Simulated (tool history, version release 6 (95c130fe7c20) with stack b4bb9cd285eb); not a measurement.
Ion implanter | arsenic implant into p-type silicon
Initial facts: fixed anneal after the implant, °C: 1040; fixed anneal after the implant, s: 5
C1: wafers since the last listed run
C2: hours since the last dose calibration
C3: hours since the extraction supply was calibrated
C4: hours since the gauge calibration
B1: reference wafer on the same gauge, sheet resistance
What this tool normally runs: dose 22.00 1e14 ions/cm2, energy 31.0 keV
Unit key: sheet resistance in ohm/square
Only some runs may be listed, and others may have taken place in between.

{"run": 1, "day": 0.0, "dose": 22.0, "energy": 22.5, "C1": 0, "C2": 346.4, "C3": 5499.7, "C4": 294.3, "B1": 94.97, "sheet resistance": 93.42}
{"run": 2, "day": 2.183, "dose": 22.0, "energy": 31.0, "C1": 810, "C2": 398.8, "C3": 5552.1, "C4": 346.7, "B1": 94.94, "sheet resistance": 81.62}
{"run": 3, "day": 3.55, "dose": 22.0, "energy": 31.0, "C1": 507, "C2": 431.6, "C3": 5584.9, "C4": 379.5, "B1": 94.82, "sheet resistance": 81.18}
{"run": 4, "day": 6.538, "dose": 22.0, "energy": 38.5, "C1": 1109, "C2": 503.3, "C3": 5656.6, "C4": 451.2, "B1": 94.87, "sheet resistance": 73.5}
{"run": 5, "day": 8.55, "dose": 22.0, "energy": 38.5, "C1": 747, "C2": 551.6, "C3": 5704.9, "C4": 499.5, "B1": 94.95, "sheet resistance": 73.16}
{"run": 6, "day": 9.738, "dose": 22.0, "energy": 38.5, "C1": 440, "C2": 580.1, "C3": 5733.4, "C4": 528.0, "B1": 94.85, "sheet resistance": 73.53}
{"run": 7, "day": 11.5, "dose": 22.0, "energy": 31.0, "C1": 654, "C2": 622.4, "C3": 5775.7, "C4": 570.3, "B1": 94.88, "sheet resistance": 80.87}
{"run": 8, "day": 14.471, "dose": 22.0, "energy": 26.5, "C1": 1102, "C2": 693.7, "C3": 5847.0, "C4": 641.6, "B1": 94.91, "sheet resistance": 86.85}
{"run": 9, "day": 17.362, "dose": 22.0, "energy": 26.5, "C1": 1073, "C2": 763.1, "C3": 5916.4, "C4": 711.0, "B1": 94.94, "sheet resistance": 86.82}
{"run": 10, "day": 18.492, "dose": 22.0, "energy": 26.5, "C1": 419, "C2": 790.2, "C3": 5943.5, "C4": 738.1, "B1": 94.84, "sheet resistance": 86.95}
{"run": 11, "day": 20.267, "dose": 22.0, "energy": 36.5, "C1": 659, "C2": 832.8, "C3": 5986.1, "C4": 780.7, "B1": 94.94, "sheet resistance": 75.02}
{"run": 12, "day": 22.271, "dose": 22.0, "energy": 31.0, "C1": 744, "C2": 880.9, "C3": 6034.2, "C4": 828.8, "B1": 94.86, "sheet resistance": 80.82}
{"day": 23.512, "done": "extraction supply calibrated"}
{"run": 13, "day": 24.146, "dose": 22.0, "energy": 31.0, "C1": 572, "C2": 925.9, "C3": 15.2, "C4": 873.8, "B1": 94.86, "sheet resistance": 80.67}
{"day": 25.312, "done": "Faraday cup replaced and dose calibrated"}
{"run": 14, "day": 26.333, "dose": 22.0, "energy": 31.0, "C1": 688, "C2": 24.5, "C3": 67.7, "C4": 926.3, "B1": 94.96, "sheet resistance": 81.69}
{"run": 15, "day": 27.479, "dose": 22.0, "energy": 31.0, "C1": 425, "C2": 52.0, "C3": 95.2, "C4": 953.8, "B1": 94.92, "sheet resistance": 81.41}
{"run": 16, "day": 28.933, "dose": 22.0, "energy": 31.0, "C1": 539, "C2": 86.9, "C3": 130.1, "C4": 988.7, "B1": 94.84, "sheet resistance": 81.54}
{"run": 17, "day": 31.125, "dose": 22.0, "energy": 31.0, "C1": 813, "C2": 139.5, "C3": 182.7, "C4": 1041.3, "B1": 94.84, "sheet resistance": 81.28}
{"run": 18, "day": 33.267, "dose": 25.7, "energy": 35.0, "C1": 795, "C2": 190.9, "C3": 234.1, "C4": 1092.7, "B1": 94.85, "sheet resistance": 74.78}
{"day": 37.404, "done": "gauge calibrated"}
{"run": 19, "day": 40.058, "dose": 22.0, "energy": 31.0, "C1": 2521, "C2": 353.9, "C3": 397.1, "C4": 63.7, "B1": 94.86, "sheet resistance": 81.22}
{"run": 20, "day": 41.783, "dose": 15.81, "energy": 37.0, "C1": 640, "C2": 395.3, "C3": 438.5, "C4": 105.1, "B1": 94.84, "sheet resistance": 82.84}
{"run": 21, "day": 42.912, "dose": 17.76, "energy": 41.5, "C1": 419, "C2": 422.4, "C3": 465.6, "C4": 132.2, "B1": 94.85, "sheet resistance": 76.31}
{"run": 22, "day": 44.383, "dose": 19.26, "energy": 42.0, "C1": 546, "C2": 457.7, "C3": 500.9, "C4": 167.5, "B1": 94.93, "sheet resistance": 73.88}
{"run": 23, "day": 46.829, "dose": 22.0, "energy": 39.0, "C1": 908, "C2": 516.4, "C3": 559.6, "C4": 226.2, "B1": 94.97, "sheet resistance": 73.16}
{"run": 24, "day": 49.808, "dose": 22.0, "energy": 31.0, "C1": 1106, "C2": 587.9, "C3": 631.1, "C4": 297.7, "B1": 94.8, "sheet resistance": 81.09}
{"run": 25, "day": 51.017, "dose": 22.0, "energy": 31.0, "C1": 448, "C2": 616.9, "C3": 660.1, "C4": 326.7, "B1": 94.82, "sheet resistance": 80.78}
{"run": 26, "day": 54.004, "dose": 28.47, "energy": 27.0, "C1": 1109, "C2": 688.6, "C3": 731.8, "C4": 398.4, "B1": 94.85, "sheet resistance": 82.7}
{"run": 27, "day": 55.025, "dose": 19.26, "energy": 42.0, "C1": 379, "C2": 713.1, "C3": 756.3, "C4": 422.9, "B1": 94.96, "sheet resistance": 73.36}
{"run": 28, "day": 56.179, "dose": 18.79, "energy": 39.5, "C1": 428, "C2": 740.8, "C3": 784.0, "C4": 450.6, "B1": 94.92, "sheet resistance": 75.73}
{"run": 29, "day": 57.183, "dose": 25.63, "energy": 38.0, "C1": 372, "C2": 764.9, "C3": 808.1, "C4": 474.7, "B1": 94.92, "sheet resistance": 71.03}
{"run": 30, "day": 59.133, "dose": 23.84, "energy": 34.0, "C1": 723, "C2": 811.7, "C3": 854.9, "C4": 521.5, "B1": 94.86, "sheet resistance": 75.99}
{"day": 59.529, "done": "Faraday cup replaced and dose calibrated"}
{"run": 31, "day": 64.392, "dose": 22.0, "energy": 37.0, "C1": 1828, "C2": 116.7, "C3": 981.1, "C4": 647.7, "B1": 94.86, "sheet resistance": 75.45}
{"run": 32, "day": 67.183, "dose": 22.0, "energy": 31.0, "C1": 1036, "C2": 183.7, "C3": 1048.1, "C4": 714.7, "B1": 94.97, "sheet resistance": 81.82}
{"run": 33, "day": 69.038, "dose": 16.52, "energy": 31.0, "C1": 688, "C2": 228.2, "C3": 1092.6, "C4": 759.2, "B1": 94.91, "sheet resistance": 87.71}
{"run": 34, "day": 71.971, "dose": 22.0, "energy": 31.0, "C1": 1089, "C2": 298.6, "C3": 1163.0, "C4": 829.6, "B1": 94.9, "sheet resistance": 81.47}
{"run": 35, "day": 74.254, "dose": 24.55, "energy": 20.5, "C1": 847, "C2": 353.4, "C3": 1217.8, "C4": 884.4, "B1": 94.9, "sheet resistance": 95.82}
{"run": 36, "day": 76.354, "dose": 17.67, "energy": 35.0, "C1": 779, "C2": 403.8, "C3": 1268.2, "C4": 934.8, "B1": 94.88, "sheet resistance": 81.66}
{"run": 37, "day": 77.425, "dose": 26.94, "energy": 23.5, "C1": 397, "C2": 429.5, "C3": 1293.9, "C4": 960.5, "B1": 94.94, "sheet resistance": 89.13}
{"run": 38, "day": 79.217, "dose": 19.11, "energy": 24.0, "C1": 665, "C2": 472.5, "C3": 1336.9, "C4": 1003.5, "B1": 94.89, "sheet resistance": 93.22}

What if the next run were any one of these 3? Each begins from the tool's condition after run 38:
{"run": "A", "day": 79.233, "dose": 17.46, "energy": 31.0, "C1": 6, "C2": 472.9, "C3": 1337.3, "C4": 1003.9, "B1": "?", "sheet resistance": "?"}
{"run": "B", "day": 79.233, "dose": 17.92, "energy": 27.5, "C1": 6, "C2": 472.9, "C3": 1337.3, "C4": 1003.9, "B1": "?", "sheet resistance": "?"}
{"run": "C", "day": 79.233, "dose": 19.35, "energy": 21.5, "C1": 6, "C2": 472.9, "C3": 1337.3, "C4": 1003.9, "B1": "?", "sheet resistance": "?"}

run=A B1=94.88 sheet_resistance=85.91
run=B B1=94.88 sheet_resistance=89.55
run=C B1=94.88 sheet_resistance=97.42
Without the tool's unlogged condition, the same runs would have read:
run=A sheet_resistance=86.64
run=B sheet_resistance=90.21
run=C sheet_resistance=97.94
